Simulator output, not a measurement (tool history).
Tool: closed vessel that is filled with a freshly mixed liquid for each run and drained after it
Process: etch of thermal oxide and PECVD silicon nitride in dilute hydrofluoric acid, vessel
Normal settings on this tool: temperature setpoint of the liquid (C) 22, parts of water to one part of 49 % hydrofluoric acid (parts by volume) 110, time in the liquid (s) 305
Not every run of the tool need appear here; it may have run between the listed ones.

run    day  temperature setpoint of the liquid (C)  parts of water to one part of 49 % hydrofluoric acid (parts by volume)  time in the liquid (s)  wafers since the last listed run  hours since the thermometer was replaced  hours since the hydrofluoric acid flow meter was replaced  hours since the gauge calibration  read-back film thickness of the thermal oxide reference wafer, read on the same gauge (nm)  read-back film thickness of the PECVD silicon nitride reference wafer, read on the same gauge (nm)  thickness taken off the thermal oxide on a monitor wafer (angstrom)  thickness taken off the PECVD silicon nitride on a monitor wafer (angstrom)
  1      0                                      22                                                                     110                     305                                 0                                    1298.5                                                     1586.3                               90.3                                                                                       40.01                                                                                              30.028                                                                 90.1                                                                        33.61
  2  0.492                                      22                                                                     110                     305                               686                                    1310.3                                                     1598.1                              102.1                                                                                          40                                                                                              30.003                                                                 90.1                                                                        33.96
  3  0.888                                      19                                                                     110                     305                               552                                    1319.8                                                     1607.6                              111.6                                                                                          40                                                                                              30.008                                                                 78.8                                                                        27.45
  4  1.562                                      22                                                                     110                     345                               942                                      1336                                                     1623.8                              127.8                                                                                       39.97                                                                                              30.003                                                                101.7                                                                         38.1
  5  2.154                                      22                                                                     110                     345                               826                                    1350.2                                                       1638                                142                                                                                          40                                                                                              30.026                                                                100.7                                                                        37.87
  6  2.838                                      22                                                                      80                     305                               954                                    1366.6                                                     1654.4                              158.4                                                                                       40.01                                                                                              30.035                                                                127.7                                                                        45.69
     3.025  -- thermometer replaced
  7  3.588                                      22                                                                     110                     305                               989                                      13.5                                                     1672.4                              176.4                                                                                          40                                                                                              29.965                                                                 99.2                                                                        40.06
       3.8  -- hydrofluoric acid flow meter replaced
  8  3.992                                      22                                                                     110                     380                               506                                      23.2                                                        4.6                              186.1                                                                                       39.97                                                                                              29.978                                                                124.5                                                                         49.5
  9  4.271                                      22                                                                     110                     305                               389                                      29.9                                                       11.3                              192.8                                                                                       40.03                                                                                              30.021                                                                 99.1                                                                        39.98
 10  4.575                                      22                                                                     110                     305                               424                                      37.2                                                       18.6                              200.1                                                                                       39.99                                                                                              30.014                                                                 99.5                                                                        40.48
 11  4.888                                      22                                                                     110                     305                               436                                      44.7                                                       26.1                              207.6                                                                                       40.01                                                                                              29.973                                                                 98.5                                                                        40.42
 12  5.433                                      22                                                                     160                     215                               762                                      57.8                                                       39.2                              220.7                                                                                       40.01                                                                                              29.961                                                                 45.2                                                                        19.46
 13  6.254                                    24.5                                                                      60                     470                              1146                                      77.5                                                       58.9                              240.4                                                                                          40                                                                                              30.004                                                                  326                                                                       131.55
     6.329  -- gauge calibrated
 14  6.612                                      20                                                                     110                     305                               500                                      86.1                                                       67.5                                6.8                                                                                       40.01                                                                                              30.011                                                                   91                                                                        34.45
 15  7.271                                      24                                                                     160                     490                               919                                     101.9                                                       83.3                               22.6                                                                                       40.02                                                                                              30.001                                                                  112                                                                        49.52
 16  8.212                                      27                                                                      80                     305                              1314                                     124.5                                                      105.9                               45.2                                                                                          40                                                                                              30.019                                                                171.9                                                                        74.85
 17  8.738                                      22                                                                     110                     305                               733                                     137.1                                                      118.5                               57.8                                                                                          40                                                                                              30.007                                                                 98.3                                                                        39.28
 18  9.483                                      22                                                                     110                     200                              1041                                       155                                                      136.4                               75.7                                                                                       40.03                                                                                              30.007                                                                 64.2                                                                         25.6

Predict each of these 5 candidate next runs independently; none follows another, all start after run 18:
  A  9.512                                    26.5                                                                     110                     305                                40                                     155.7                                                      137.1                               76.4                                                                                           ?                                                                                                   ?                                                                    ?                                                                            ?
  B  9.512                                      22                                                                     155                     425                                40                                     155.7                                                      137.1                               76.4                                                                                           ?                                                                                                   ?                                                                    ?                                                                            ?
  C  9.512                                    26.5                                                                     125                     450                                40                                     155.7                                                      137.1                               76.4                                                                                           ?                                                                                                   ?                                                                    ?                                                                            ?
  D  9.512                                      22                                                                     160                     305                                40                                     155.7                                                      137.1                               76.4                                                                                           ?                                                                                                   ?                                                                    ?                                                                            ?
  E  9.512                                    25.5                                                                     110                     305                                40                                     155.7                                                      137.1                               76.4                                                                                           ?                                                                                                   ?                                                                    ?                                                                            ?

run  read-back film thickness of the thermal oxide reference wafer, read on the same gauge (nm)  read-back film thickness of the PECVD silicon nitride reference wafer, read on the same gauge (nm)  thickness taken off the thermal oxide on a monitor wafer (angstrom)  thickness taken off the PECVD silicon nitride on a monitor wafer (angstrom)
  A                                                                                       40.04                                                                                              29.989                                                                116.8                                                                         52.9
  B                                                                                       40.04                                                                                              29.989                                                                   92                                                                        39.19
  C                                                                                       40.04                                                                                              29.989                                                                148.8                                                                        68.73
  D                                                                                       40.04                                                                                              29.989                                                                 63.6                                                                        27.27
  E                                                                                       40.04                                                                                              29.989                                                                112.4                                                                        49.59
The same runs, with their run-to-run variation unchanged, on a tool lacking any hidden condition would have given:
run  thickness taken off the thermal oxide on a monitor wafer (angstrom)  thickness taken off the PECVD silicon nitride on a monitor wafer (angstrom)
  A                                                                118.3                                                                        54.04
  B                                                                 93.2                                                                        40.05
  C                                                                150.7                                                                        70.19
  D                                                                 64.5                                                                        27.86
  E                                                                113.8                                                                        50.66
